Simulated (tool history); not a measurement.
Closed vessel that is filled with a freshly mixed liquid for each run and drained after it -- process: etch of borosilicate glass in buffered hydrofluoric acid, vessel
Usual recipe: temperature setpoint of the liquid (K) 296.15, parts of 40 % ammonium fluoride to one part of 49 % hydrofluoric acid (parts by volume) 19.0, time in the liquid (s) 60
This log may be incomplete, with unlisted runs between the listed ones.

run    hour  temperature setpoint of the liquid (K)  parts of 40 % ammonium fluoride to one part of 49 % hydrofluoric acid (parts by volume)  time in the liquid (s)  wafers since the last listed run  hours since the thermometer was replaced  hours since the hydrofluoric acid flow meter was replaced  hours since the gauge calibration  read-back film thickness of the borosilicate glass reference wafer, read on the same gauge (nm)  thickness taken off the borosilicate glass on a monitor wafer (angstrom)
  1     0.0                                  296.15                                                                                     19.0                      60                                 0                                    1148.1                                                     1362.5                             1034.5                                                                                            90.02                                                                     383.2
  2    29.3                                  296.15                                                                                     19.0                      60                              3535                                    1177.4                                                     1391.8                             1063.8                                                                                            90.01                                                                     384.3
  3    80.2                                  296.15                                                                                     19.0                      60                              6142                                    1228.3                                                     1442.7                             1114.7                                                                                            90.01                                                                     385.8
  4   149.4                                  296.15                                                                                     19.0                      60                              8350                                    1297.5                                                     1511.9                             1183.9                                                                                            89.98                                                                     387.2
  5   190.4                                  296.15                                                                                     19.0                      60                              4947                                    1338.5                                                     1552.9                             1224.9                                                                                            89.97                                                                     382.8
  6   227.0                                  296.15                                                                                     19.0                      60                              4416                                    1375.1                                                     1589.5                             1261.5                                                                                            90.01                                                                     384.8
  7   261.1                                  296.15                                                                                     19.0                      50                              4114                                    1409.2                                                     1623.6                             1295.6                                                                                            90.01                                                                     320.9
  8   324.1                                  296.15                                                                                     19.0                      60                              7602                                    1472.2                                                     1686.6                             1358.6                                                                                            90.01                                                                     386.9
  9   394.8                                  296.15                                                                                     19.0                      60                              8531                                    1542.9                                                     1757.3                             1429.3                                                                                            90.00                                                                     383.6
 10   419.5                                  296.15                                                                                     19.0                      60                              2980                                    1567.6                                                     1782.0                             1454.0                                                                                            90.01                                                                     385.4
 11   457.9                                  296.15                                                                                     19.0                      60                              4633                                    1606.0                                                     1820.4                             1492.4                                                                                            90.01                                                                     386.1
 12   507.0                                  296.15                                                                                     19.0                      60                              5924                                    1655.1                                                     1869.5                             1541.5                                                                                            89.99                                                                     386.2
      538.9  -- gauge calibrated
 13   569.3                                  298.65                                                                                     14.0                      35                              7517                                    1717.4                                                     1931.8                               30.4                                                                                            90.01                                                                     349.0
 14   622.3                                  293.65                                                                                     26.0                      40                              6395                                    1770.4                                                     1984.8                               83.4                                                                                            90.01                                                                     182.0
      638.0  -- hydrofluoric acid flow meter replaced
 15   656.6                                  296.15                                                                                     24.0                      45                              4018                                    1804.7                                                       18.6                              117.7                                                                                            90.00                                                                     249.9
 16   704.9                                  296.15                                                                                     19.0                      60                              5828                                    1853.0                                                       66.9                              166.0                                                                                            89.99                                                                     402.2
 17   875.5                                  296.15                                                                                     19.0                      60                             20586                                    2023.6                                                      237.5                              336.6                                                                                            89.98                                                                     402.3
      894.0  -- thermometer replaced
 18   945.9                                  300.15                                                                                     24.5                      90                              8374                                      51.9                                                      307.9                              407.0                                                                                            90.01                                                                     581.5
 19   998.5                                  299.65                                                                                     22.0                      60                              6347                                     104.5                                                      360.5                              459.6                                                                                            89.98                                                                     405.0
 20  1057.5                                  296.15                                                                                     19.0                      40                              7119                                     163.5                                                      419.5                              518.6                                                                                            90.00                                                                     253.1
 21  1092.4                                  296.15                                                                                     19.0                      95                              4211                                     198.4                                                      454.4                              553.5                                                                                            90.03                                                                     598.1
 22  1161.2                                  301.15                                                                                     15.5                      35                              8302                                     267.2                                                      523.2                              622.3                                                                                            90.01                                                                     352.7
 23  1189.2                                  299.65                                                                                     22.0                      60                              3378                                     295.2                                                      551.2                              650.3                                                                                            89.98                                                                     407.5
 24  1218.6                                  296.15                                                                                     16.5                      80                              3547                                     324.6                                                      580.6                              679.7                                                                                            90.02                                                                     581.5

Below are 5 alternative next runs, each starting from the tool's condition after run 24. Predict each:
  A  1219.3                                  296.15                                                                                     19.0                      60                                84                                     325.3                                                      581.3                              680.4                                                                                                ?                                                                         ?
  B  1219.3                                  291.65                                                                                     21.0                      35                                84                                     325.3                                                      581.3                              680.4                                                                                                ?                                                                         ?
  C  1219.3                                  294.15                                                                                     19.0                      90                                84                                     325.3                                                      581.3                              680.4                                                                                                ?                                                                         ?
  D  1219.3                                  296.15                                                                                     22.0                      60                                84                                     325.3                                                      581.3                              680.4                                                                                                ?                                                                         ?
  E  1219.3                                  298.65                                                                                     15.5                      60                                84                                     325.3                                                      581.3                              680.4                                                                                                ?                                                                         ?

run  read-back film thickness of the borosilicate glass reference wafer, read on the same gauge (nm)  thickness taken off the borosilicate glass on a monitor wafer (angstrom)
  A                                                                                            90.00                                                                     379.0
  B                                                                                            90.00                                                                     159.5
  C                                                                                            90.00                                                                     510.0
  D                                                                                            90.00                                                                     338.8
  E                                                                                            90.00                                                                     530.2
What these runs would have given with no unlogged condition in the tool:
run  thickness taken off the borosilicate glass on a monitor wafer (angstrom)
  A                                                                     379.6
  B                                                                     158.9
  C                                                                     510.7
  D                                                                     337.7
  E                                                                     531.2
